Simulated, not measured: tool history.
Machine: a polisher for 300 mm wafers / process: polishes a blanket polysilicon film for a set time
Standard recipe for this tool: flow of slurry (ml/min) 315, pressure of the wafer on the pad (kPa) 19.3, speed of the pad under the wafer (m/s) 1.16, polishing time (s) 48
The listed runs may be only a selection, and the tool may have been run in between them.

run   hour  flow of slurry (ml/min)  pressure of the wafer on the pad (kPa)  speed of the pad under the wafer (m/s)  polishing time (s)  wafers since the last listed run  wafers polished on this pad  hours since the slurry nozzle was cleaned  hours since the head pressure was calibrated  incoming thickness of the incoming film, nm  film removed (nm)
  1      0                      265                                    19.3                                    1.16                  48                                 0                         1344                                      334.2                                         457.2                                       1315.9              509.4
  2   24.8                      265                                    19.3                                    1.16                  48                               296                         1641                                        359                                           482                                         1311              519.2
      66.9  -- slurry nozzle cleaned
  3   92.1                      265                                    19.3                                    1.16                  48                               793                         2435                                       25.2                                         549.3                                       1313.3                534
  4  132.9                      315                                    19.3                                    1.16                  48                               488                         2924                                         66                                         590.1                                       1315.1              539.2
  5  175.7                      315                                    19.3                                    1.16                  48                               512                         3436                                      108.8                                         632.9                                       1310.2              529.5
  6  216.6                      315                                    19.3                                    1.16                  48                               489                         3926                                      149.7                                         673.8                                       1306.9              544.2
  7    253                      315                                    19.3                                    1.16                  48                               435                         4362                                      186.1                                         710.2                                       1312.2                546
     282.5  -- worn pad replaced by a new one
  8  439.6                      315                                    19.3                                    1.16                  48                              2186                         1880                                      372.7                                         896.8                                       1321.8              556.7
     453.5  -- slurry nozzle cleaned
  9  479.6                      315                                    19.3                                    1.16                  48                               467                         2347                                       26.1                                         936.8                                       1298.3              568.6
 10  536.9                      315                                    19.3                                    1.16                  48                               686                         3034                                       83.4                                         994.1                                         1306              588.7
 11  588.4                      315                                    19.3                                    1.16                  48                               616                         3650                                      134.9                                        1045.6                                       1316.3              590.8
 12  614.4                      315                                    19.3                                    1.16                  48                               311                         3962                                      160.9                                        1071.6                                       1302.6              583.4
     627.6  -- head pressure recalibrated
     652.9  -- worn pad replaced by a new one
 13    657                      270                                    19.3                                    1.16                  48                               438                           49                                      203.5                                          29.4                                         1301              521.6
 14  688.8                      270                                    19.3                                    1.16                  48                               380                          430                                      235.3                                          61.2                                       1297.7              535.9
 15  721.9                      315                                    19.3                                    1.16                  48                               396                          826                                      268.4                                          94.3                                       1299.6              524.4
 16  750.8                      315                                    19.3                                    1.16                  48                               346                         1172                                      297.3                                         123.2                                       1311.3              530.3
 17  776.6                      315                                    19.3                                    1.16                  48                               308                         1481                                      323.1                                           149                                       1312.8              521.2
     801.8  -- slurry nozzle cleaned
 18  803.8                      315                                    19.3                                     1.5                  59                               313                         1795                                          2                                         176.2                                       1292.1              818.5

For run 19, what comes out?
 19  852.1                      420                                    19.3                                    1.28                  48                               578                         2373                                       50.3                                         224.5                                       1290.5                  ?

For run 19 the tool returned film removed (nm) 592.
With no hidden state in the tool, this same run would have given film removed (nm) 585.5.

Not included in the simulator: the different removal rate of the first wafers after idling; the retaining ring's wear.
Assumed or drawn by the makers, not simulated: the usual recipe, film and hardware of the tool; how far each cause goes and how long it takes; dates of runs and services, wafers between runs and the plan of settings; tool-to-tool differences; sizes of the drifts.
